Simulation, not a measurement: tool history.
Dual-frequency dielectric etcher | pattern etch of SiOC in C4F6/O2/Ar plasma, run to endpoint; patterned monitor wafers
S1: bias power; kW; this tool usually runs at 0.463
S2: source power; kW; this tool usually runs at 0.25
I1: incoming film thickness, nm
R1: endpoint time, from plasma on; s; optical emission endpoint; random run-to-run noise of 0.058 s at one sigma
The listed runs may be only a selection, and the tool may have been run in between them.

Run 1, hour 0: usual settings; I1 45.33. Result: R1 17 s.
Run 2, hour 107.4: usual settings but S1 0.372 kW, S2 0.2 kW; I1 45.15. Result: R1 21.2 s.
At hour 191: wet clean of the chamber.
Run 3, hour 211.2: usual settings but S1 0.372 kW, S2 0.2 kW; I1 45.17. Result: R1 21.1 s.
Run 4, hour 480.7: usual settings; I1 45.89. Result: R1 17.2 s.
Run 5, hour 627.1: usual settings but S2 0.22 kW; I1 45.29. Result: R1 18.4 s.
Run 6, hour 704.5: usual settings but S2 0.22 kW; I1 45.35. Result: R1 18.5 s.
Run 7, hour 756.6: usual settings; I1 45.6. Result: R1 17.2 s.
At hour 847.6: upper electrode replaced, of another model than before.
At hour 876.6: wet clean of the chamber.
Run 8, hour 877.1: usual settings; I1 45.49. Result: R1 17.1 s.
Run 9, hour 898: usual settings; I1 45.61. Result: R1 17.2 s.
Run 10, hour 1007.2: usual settings but S1 0.43 kW; I1 45.18. Result: R1 17.6 s.
At hour 1054: source power generator calibrated.
Run 11, hour 1281.3: usual settings; I1 45.34. Result: R1 17.3 s.
Run 12, hour 1328.3: usual settings; I1 45.65. Result: R1 17.5 s.
Run 13, hour 1384.2: usual settings; I1 44.53. Result: R1 16.8 s.
Run 14, hour 1458.8: usual settings but S1 0.392 kW, S2 0.21 kW; I1 45.19. Result: R1 20.4 s.
At hour 1545.7: wet clean of the chamber.
Run 15, hour 1557.2: usual settings but S1 0.366 kW; I1 45.37. Result: R1 19.7 s.
Run 16, hour 1603.6: usual settings but S1 0.429 kW, S2 0.27 kW; I1 45.66. Result: R1 17.5 s.
Run 17, hour 1676.6: usual settings but S1 0.498 kW, S2 0.28 kW; I1 45.15. Result: R1 15.8 s.
Run 18, hour 1750.8: usual settings; I1 44.98. Result: R1 17.1 s.
At hour 1819.1: bias power generator calibrated.
Run 19, hour 1823.3: usual settings but S1 0.553 kW, S2 0.29 kW; I1 45.56. Result: R1 14.9 s.
Run 20, hour 1992.5: usual settings; I1 45.84. Result: R1 17.5 s.
Run 21, hour 2087: usual settings; I1 45.73. Result: R1 17.4 s.
Run 22, hour 2176.8: usual settings but S1 0.508 kW, S2 0.2 kW; I1 45.15. Result: R1 18.1 s.
Run 23, hour 2254.6: usual settings but S1 0.538 kW, S2 0.23 kW; I1 45.65. Result: R1 16.7 s.
At hour 2316.3: wet clean of the chamber.
Run 24, hour 2316.8: usual settings but S1 0.512 kW, S2 0.27 kW; I1 45.38. Result: R1 15.8 s.
Run 25, hour 2351.4: usual settings; I1 44.91. Result: R1 17.1 s.
Run 26, hour 2391.7: usual settings but S1 0.551 kW, S2 0.19 kW; I1 45.75. Result: R1 18.1 s.
Run 27, hour 2488.3: usual settings but S1 0.348 kW, S2 0.29 kW; I1 45.59. Result: R1 19 s.
Run 28, hour 2534.3: usual settings; I1 45.74. Result: R1 17.4 s.
Run 29, hour 2615.7: usual settings but S2 0.29 kW; I1 45.39. Result: R1 16.1 s.
Run 30, hour 2656.7: usual settings but S1 0.39 kW, S2 0.27 kW; I1 44.99. Result: R1 18.1 s.
Run 31, hour 2764.1: usual settings but S1 0.566 kW, S2 0.29 kW; I1 45.09. Result: R1 14.5 s.
Run 32, hour 2936: usual settings; I1 45.47. Result: R1 17.2 s.
Run 33, hour 3062.2: usual settings but S1 0.433 kW, S2 0.28 kW; I1 45.29. Result: R1 17 s.
Run 34, hour 3121: usual settings but S2 0.28 kW; I1 45.65. Result: R1 16.5 s.

State the hidden condition of the tool at each of the runs:
etch rate over this chamber's usual, %: 0 across all the runs
bias power that arrives over what is set, %: 0 across all the runs
H1: source power that arrives over what is set, %
run        H1
  1      1.66
  2       1.8
  3      1.94
  4      2.33
  5      2.55
  6      2.67
  7      2.76
  8      2.95
  9      2.99
 10      3.17
 11   -0.0273
 12   -0.0225
 13   -0.0155
 14  -0.00417
 15    0.0143
 16    0.0243
 17     0.042
 18    0.0622
 19    0.0841
 20     0.144
 21     0.182
 22     0.222
 23     0.259
 24     0.291
 25     0.309
 26     0.331
 27     0.386
 28     0.414
 29     0.465
 30     0.492
 31     0.565
 32     0.693
 33     0.794
 34     0.843

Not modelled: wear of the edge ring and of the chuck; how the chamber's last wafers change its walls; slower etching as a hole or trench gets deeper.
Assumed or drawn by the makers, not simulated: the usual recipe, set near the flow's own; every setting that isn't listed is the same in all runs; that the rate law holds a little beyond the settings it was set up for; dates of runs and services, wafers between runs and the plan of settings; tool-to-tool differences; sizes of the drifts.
